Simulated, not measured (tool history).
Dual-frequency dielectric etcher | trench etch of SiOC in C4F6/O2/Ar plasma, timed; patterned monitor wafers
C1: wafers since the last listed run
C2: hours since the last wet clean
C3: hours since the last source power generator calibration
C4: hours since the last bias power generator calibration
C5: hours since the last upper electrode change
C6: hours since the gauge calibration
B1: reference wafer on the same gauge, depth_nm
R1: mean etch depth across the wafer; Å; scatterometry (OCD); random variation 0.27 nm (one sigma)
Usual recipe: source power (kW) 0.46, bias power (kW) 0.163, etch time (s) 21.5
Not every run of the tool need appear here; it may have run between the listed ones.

{"run": 1, "day": 0.0, "source power (kW)": 0.46, "bias power (kW)": 0.135, "etch time (s)": 26.5, "C1": 0, "C2": 16.8, "C3": 2047.7, "C4": 2100.4, "C5": 2806.9, "C6": 638.4, "B1": 50.01, "R1": 588.7}
{"day": 1.288, "done": "gauge calibrated"}
{"run": 2, "day": 1.317, "source power (kW)": 0.46, "bias power (kW)": 0.163, "etch time (s)": 21.5, "C1": 606, "C2": 48.4, "C3": 2079.3, "C4": 2132, "C5": 2838.5, "C6": 0.7, "B1": 49.93, "R1": 498.1}
{"run": 3, "day": 3.821, "source power (kW)": 0.49, "bias power (kW)": 0.163, "etch time (s)": 21.5, "C1": 1152, "C2": 108.5, "C3": 2139.4, "C4": 2192.1, "C5": 2898.6, "C6": 60.8, "B1": 50.07, "R1": 508.1}
{"run": 4, "day": 6.55, "source power (kW)": 0.49, "bias power (kW)": 0.163, "etch time (s)": 21.5, "C1": 1256, "C2": 174, "C3": 2204.9, "C4": 2257.6, "C5": 2964.1, "C6": 126.3, "B1": 49.94, "R1": 503.3}
{"run": 5, "day": 8.333, "source power (kW)": 0.46, "bias power (kW)": 0.163, "etch time (s)": 24, "C1": 820, "C2": 216.8, "C3": 2247.7, "C4": 2300.4, "C5": 3006.9, "C6": 169.1, "B1": 49.92, "R1": 543.8}
{"run": 6, "day": 10.483, "source power (kW)": 0.46, "bias power (kW)": 0.163, "etch time (s)": 24, "C1": 989, "C2": 268.4, "C3": 2299.3, "C4": 2352, "C5": 3058.5, "C6": 220.7, "B1": 50.13, "R1": 550.1}
{"run": 7, "day": 11.754, "source power (kW)": 0.46, "bias power (kW)": 0.163, "etch time (s)": 24, "C1": 585, "C2": 298.9, "C3": 2329.8, "C4": 2382.5, "C5": 3089, "C6": 251.2, "B1": 50.09, "R1": 546.9}
{"run": 8, "day": 13.258, "source power (kW)": 0.46, "bias power (kW)": 0.146, "etch time (s)": 25.5, "C1": 692, "C2": 335, "C3": 2365.9, "C4": 2418.6, "C5": 3125.1, "C6": 287.3, "B1": 49.99, "R1": 557.7}
{"run": 9, "day": 15.412, "source power (kW)": 0.46, "bias power (kW)": 0.146, "etch time (s)": 25.5, "C1": 991, "C2": 386.7, "C3": 2417.6, "C4": 2470.3, "C5": 3176.8, "C6": 339, "B1": 49.95, "R1": 554.6}
{"run": 10, "day": 17.308, "source power (kW)": 0.42, "bias power (kW)": 0.148, "etch time (s)": 21.5, "C1": 872, "C2": 432.2, "C3": 2463.1, "C4": 2515.8, "C5": 3222.3, "C6": 384.5, "B1": 49.96, "R1": 454.5}
{"day": 18.25, "done": "bias power generator calibrated"}
{"day": 19.388, "done": "wet clean of the chamber"}
{"run": 11, "day": 22.221, "source power (kW)": 0.42, "bias power (kW)": 0.148, "etch time (s)": 21.5, "C1": 1724, "C2": 68, "C3": 2581, "C4": 95.3, "C5": 3340.2, "C6": 502.4, "B1": 50.12, "R1": 472.8}
{"run": 12, "day": 24.633, "source power (kW)": 0.51, "bias power (kW)": 0.143, "etch time (s)": 21.5, "C1": 1110, "C2": 125.9, "C3": 2638.9, "C4": 153.2, "C5": 3398.1, "C6": 560.3, "B1": 50.01, "R1": 488.8}
{"run": 13, "day": 27.183, "source power (kW)": 0.46, "bias power (kW)": 0.146, "etch time (s)": 25.5, "C1": 1173, "C2": 187.1, "C3": 2700.1, "C4": 214.4, "C5": 3459.3, "C6": 621.5, "B1": 50.05, "R1": 567.2}
{"day": 28.483, "done": "upper electrode replaced"}
{"run": 14, "day": 28.554, "source power (kW)": 0.43, "bias power (kW)": 0.179, "etch time (s)": 18.5, "C1": 170, "C2": 220, "C3": 2733, "C4": 247.3, "C5": 1.7, "C6": 654.4, "B1": 50.02, "R1": 432.2}
{"day": 28.729, "done": "gauge calibrated"}
{"run": 15, "day": 30.188, "source power (kW)": 0.41, "bias power (kW)": 0.163, "etch time (s)": 21.5, "C1": 751, "C2": 259.2, "C3": 2772.2, "C4": 286.5, "C5": 40.9, "C6": 35, "B1": 49.95, "R1": 479}
{"day": 31.358, "done": "source power generator calibrated"}
{"run": 16, "day": 33.058, "source power (kW)": 0.46, "bias power (kW)": 0.163, "etch time (s)": 21.5, "C1": 1244, "C2": 328.1, "C3": 40.8, "C4": 355.4, "C5": 109.8, "C6": 103.9, "B1": 50.01, "R1": 486.8}
{"run": 17, "day": 35.038, "source power (kW)": 0.39, "bias power (kW)": 0.139, "etch time (s)": 25.5, "C1": 911, "C2": 375.6, "C3": 88.3, "C4": 402.9, "C5": 157.3, "C6": 151.4, "B1": 49.93, "R1": 529.6}
{"day": 37.671, "done": "wet clean of the chamber"}
{"run": 18, "day": 38.675, "source power (kW)": 0.41, "bias power (kW)": 0.163, "etch time (s)": 21.5, "C1": 1214, "C2": 24.1, "C3": 175.6, "C4": 490.2, "C5": 244.6, "C6": 238.7, "B1": 49.94, "R1": 504.2}

Forecast run 19:
{"run": 19, "day": 40.675, "source power (kW)": 0.57, "bias power (kW)": 0.193, "etch time (s)": 21.5, "C1": 920, "C2": 72.1, "C3": 223.6, "C4": 538.2, "C5": 292.6, "C6": 286.7, "B1": "?", "R1": "?"}

Logged for run 19: B1 50.12, R1 572 Å.
Had the tool carried no hidden state, the very same run would have given R1 567.4 Å.

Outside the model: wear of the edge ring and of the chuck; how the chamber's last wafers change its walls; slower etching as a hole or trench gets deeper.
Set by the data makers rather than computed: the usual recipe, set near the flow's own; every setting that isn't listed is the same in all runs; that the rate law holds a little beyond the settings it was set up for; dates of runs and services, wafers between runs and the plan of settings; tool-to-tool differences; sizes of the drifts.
